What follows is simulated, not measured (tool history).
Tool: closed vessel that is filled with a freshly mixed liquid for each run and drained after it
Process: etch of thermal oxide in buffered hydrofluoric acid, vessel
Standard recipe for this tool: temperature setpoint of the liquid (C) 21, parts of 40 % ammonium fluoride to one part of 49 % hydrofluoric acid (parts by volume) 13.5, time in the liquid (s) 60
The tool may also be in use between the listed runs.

run    day  temperature setpoint of the liquid (C)  parts of 40 % ammonium fluoride to one part of 49 % hydrofluoric acid (parts by volume)  time in the liquid (s)  read-back film thickness of the thermal oxide reference wafer, read on the same gauge (nm)  thickness taken off the thermal oxide on a monitor wafer (angstrom)
  1      0                                      21                                                                                     13.5                      60                                                                                          90                                                                487.8
  2   0.55                                      21                                                                                     13.5                      60                                                                                          90                                                                489.9
  3  1.225                                      21                                                                                     13.5                      60                                                                                       90.01                                                                494.9
  4  1.479                                      21                                                                                     13.5                      60                                                                                       89.99                                                                491.8
  5  1.862                                      21                                                                                     13.5                      60                                                                                       90.02                                                                490.8
  6  2.546                                      21                                                                                     13.5                      60                                                                                       89.98                                                                494.5
  7  2.829                                      21                                                                                     15.5                      50                                                                                          90                                                                358.6
  8  3.317                                      21                                                                                     15.5                      60                                                                                          90                                                                432.1
  9   3.65                                      21                                                                                     15.5                      60                                                                                          90                                                                430.9
 10  4.383                                      21                                                                                     13.5                      60                                                                                       90.01                                                                497.9
 11  4.671                                      21                                                                                     13.5                      60                                                                                       90.02                                                                496.6
 12  5.371                                      21                                                                                     13.5                      60                                                                                          90                                                                496.4
 13  5.712                                      21                                                                                       12                      85                                                                                          90                                                                790.2
 14  6.025                                      21                                                                                       12                      85                                                                                       90.02                                                                795.2
 15  6.712                                      21                                                                                       12                      85                                                                                       89.98                                                                794.4
       7.1  -- thermometer replaced
 16  7.304                                      21                                                                                     13.5                      60                                                                                       89.98                                                                  442
 17  7.904                                      21                                                                                     13.5                      75                                                                                       90.01                                                                549.3
 18  8.171                                      21                                                                                     17.5                      60                                                                                          90                                                                344.6
 19  8.492                                      24                                                                                        9                      70                                                                                          90                                                                882.9

Run 20 is up next; what results do you expect?
 20  8.879                                    22.5                                                                                     13.5                      60                                                                                           ?                                                                    ?

Logged for run 20: read-back film thickness of the thermal oxide reference wafer, read on the same gauge (nm) 89.99, thickness taken off the thermal oxide on a monitor wafer (angstrom) 480.9.
With the hidden condition absent and the run-to-run variation left alone, this run would have shown thickness taken off the thermal oxide on a monitor wafer (angstrom) 474.1.
